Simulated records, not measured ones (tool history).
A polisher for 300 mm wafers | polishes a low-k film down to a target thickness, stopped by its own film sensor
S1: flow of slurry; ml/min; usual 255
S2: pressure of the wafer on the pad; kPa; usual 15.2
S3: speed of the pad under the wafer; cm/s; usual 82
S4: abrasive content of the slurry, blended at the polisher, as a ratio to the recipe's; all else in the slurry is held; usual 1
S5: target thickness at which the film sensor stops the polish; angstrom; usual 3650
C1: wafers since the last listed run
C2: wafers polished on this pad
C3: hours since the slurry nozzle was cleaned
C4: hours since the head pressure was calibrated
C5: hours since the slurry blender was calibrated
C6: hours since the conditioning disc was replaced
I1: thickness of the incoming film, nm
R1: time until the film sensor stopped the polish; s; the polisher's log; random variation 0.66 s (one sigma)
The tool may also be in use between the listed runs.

run 1 hour=0 | S1=255 S2=15.2 S3=82 S4=1 S5=3650 | C1=0 C2=223 C3=404.8 C4=863.9 C5=232.2 C6=33.1 | I1=402.6 | R1=86.5
-- hour=21 slurry blender recalibrated
run 2 hour=21.5 | S1=255 S2=15.2 S3=82 S4=1 S5=3650 | C1=175 C2=399 C3=426.3 C4=885.4 C5=0.5 C6=54.6 | I1=405.6 | R1=94.1
run 3 hour=40.2 | S1=185 S2=15.2 S3=82 S4=1 S5=3570 | C1=168 C2=568 C3=445 C4=904.1 C5=19.2 C6=73.3 | I1=397 | R1=97.3
-- hour=46.7 slurry nozzle cleaned
run 4 hour=70.2 | S1=185 S2=15.2 S3=82 S4=1 S5=3570 | C1=261 C2=829 C3=23.5 C4=934.1 C5=49.2 C6=103.3 | I1=398.6 | R1=102.6
run 5 hour=105.7 | S1=255 S2=15.2 S3=82 S4=1 S5=3650 | C1=320 C2=1150 C3=59 C4=969.6 C5=84.7 C6=138.8 | I1=400.5 | R1=83.3
-- hour=116.4 worn pad replaced by a new one
run 6 hour=127.2 | S1=255 S2=15.2 S3=82 S4=1 S5=3650 | C1=157 C2=97 C3=80.5 C4=991.1 C5=106.2 C6=160.3 | I1=402.3 | R1=87.9
run 7 hour=182.2 | S1=255 S2=15.2 S3=70 S4=1 S5=3650 | C1=496 C2=593 C3=135.5 C4=1046.1 C5=161.2 C6=215.3 | I1=397.7 | R1=85.3
run 8 hour=196 | S1=255 S2=15.2 S3=70 S4=1 S5=3650 | C1=124 C2=718 C3=149.3 C4=1059.9 C5=175 C6=229.1 | I1=405.3 | R1=105.1
run 9 hour=210.6 | S1=255 S2=15.2 S3=70 S4=1 S5=3650 | C1=131 C2=850 C3=163.9 C4=1074.5 C5=189.6 C6=243.7 | I1=407.5 | R1=114
-- hour=216 conditioning disc replaced and pad reconditioned
run 10 hour=234.3 | S1=255 S2=13.8 S3=82 S4=1.25 S5=3650 | C1=195 C2=1045 C3=187.6 C4=1098.2 C5=213.3 C6=18.3 | I1=398.9 | R1=83.4
-- hour=241.1 worn pad replaced by a new one
run 11 hour=261 | S1=255 S2=13.8 S3=82 S4=1.25 S5=3650 | C1=204 C2=179 C3=214.3 C4=1124.9 C5=240 C6=45 | I1=396.2 | R1=76.8
run 12 hour=293.7 | S1=280 S2=11.7 S3=82 S4=1.1 S5=3650 | C1=295 C2=474 C3=247 C4=1157.6 C5=272.7 C6=77.7 | I1=404.3 | R1=111.8
-- hour=301.6 slurry blender recalibrated
-- hour=335.7 conditioning disc replaced and pad reconditioned, repeated, since the last time left the tool worse
-- hour=373.7 worn pad replaced by a new one
-- hour=390.2 head pressure recalibrated
run 13 hour=390.7 | S1=255 S2=15.2 S3=82 S4=1 S5=3650 | C1=785 C2=135 C3=344 C4=0.5 C5=89.1 C6=55 | I1=399.5 | R1=80.4
run 14 hour=424.5 | S1=255 S2=15.2 S3=98 S4=0.85 S5=3550 | C1=305 C2=440 C3=377.8 C4=34.3 C5=122.9 C6=88.8 | I1=401 | R1=105.3
run 15 hour=445.6 | S1=255 S2=15.2 S3=98 S4=0.85 S5=3550 | C1=190 C2=631 C3=398.9 C4=55.4 C5=144 C6=109.9 | I1=401.9 | R1=109.5

The next listed run, before its measurement:
run 16 hour=458 | S1=255 S2=15.2 S3=82 S4=1 S5=3650 | C1=111 C2=743 C3=411.3 C4=67.8 C5=156.4 C6=122.3 | I1=400 | R1=?

{"run 16": {"R1": 81.7}}
Without the tool's hidden state the same run would have given R1 79.4 s.
